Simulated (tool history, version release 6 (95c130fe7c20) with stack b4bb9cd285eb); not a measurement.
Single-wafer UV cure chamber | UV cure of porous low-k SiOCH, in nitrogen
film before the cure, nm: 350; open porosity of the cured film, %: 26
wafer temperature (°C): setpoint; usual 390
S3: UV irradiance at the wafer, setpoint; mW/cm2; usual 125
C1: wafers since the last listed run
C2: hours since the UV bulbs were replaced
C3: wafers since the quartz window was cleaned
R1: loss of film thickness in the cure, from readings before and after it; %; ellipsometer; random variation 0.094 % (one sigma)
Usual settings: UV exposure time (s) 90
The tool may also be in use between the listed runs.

run 1 hour=0 | wafer_temperature_(°C)=390 UV_exposure_time_(s)=90 S3=125 | C1=0 C2=1627.2 C3=493 | R1=9.178
run 2 hour=92.9 | wafer_temperature_(°C)=390 UV_exposure_time_(s)=90 S3=125 | C1=482 C2=1720.1 C3=976 | R1=9.028
run 3 hour=182.9 | wafer_temperature_(°C)=390 UV_exposure_time_(s)=90 S3=125 | C1=467 C2=1810.1 C3=1444 | R1=8.979
run 4 hour=252.9 | wafer_temperature_(°C)=390 UV_exposure_time_(s)=90 S3=125 | C1=363 C2=1880.1 C3=1807 | R1=8.879
run 5 hour=357.5 | wafer_temperature_(°C)=394 UV_exposure_time_(s)=90 S3=125 | C1=543 C2=1984.7 C3=2351 | R1=8.927
run 6 hour=413.4 | wafer_temperature_(°C)=394 UV_exposure_time_(s)=90 S3=125 | C1=290 C2=2040.6 C3=2641 | R1=8.967
run 7 hour=457.5 | wafer_temperature_(°C)=394 UV_exposure_time_(s)=90 S3=125 | C1=229 C2=2084.7 C3=2870 | R1=8.883
run 8 hour=547.3 | wafer_temperature_(°C)=390 UV_exposure_time_(s)=90 S3=125 | C1=466 C2=2174.5 C3=3337 | R1=8.754
run 9 hour=647.4 | wafer_temperature_(°C)=390 UV_exposure_time_(s)=115 S3=125 | C1=520 C2=2274.6 C3=3857 | R1=9.886
-- hour=741.8 quartz window cleaned
run 10 hour=784.7 | wafer_temperature_(°C)=390 UV_exposure_time_(s)=115 S3=125 | C1=671 C2=2411.9 C3=223 | R1=10.287

Forecast run 11:
run 11 hour=872.1 | wafer_temperature_(°C)=371 UV_exposure_time_(s)=55 S3=93 | C1=454 C2=2499.3 C3=677 | R1=?

R1: 5.461 %
Without the tool's hidden state the same run would have given R1 5.844 %.
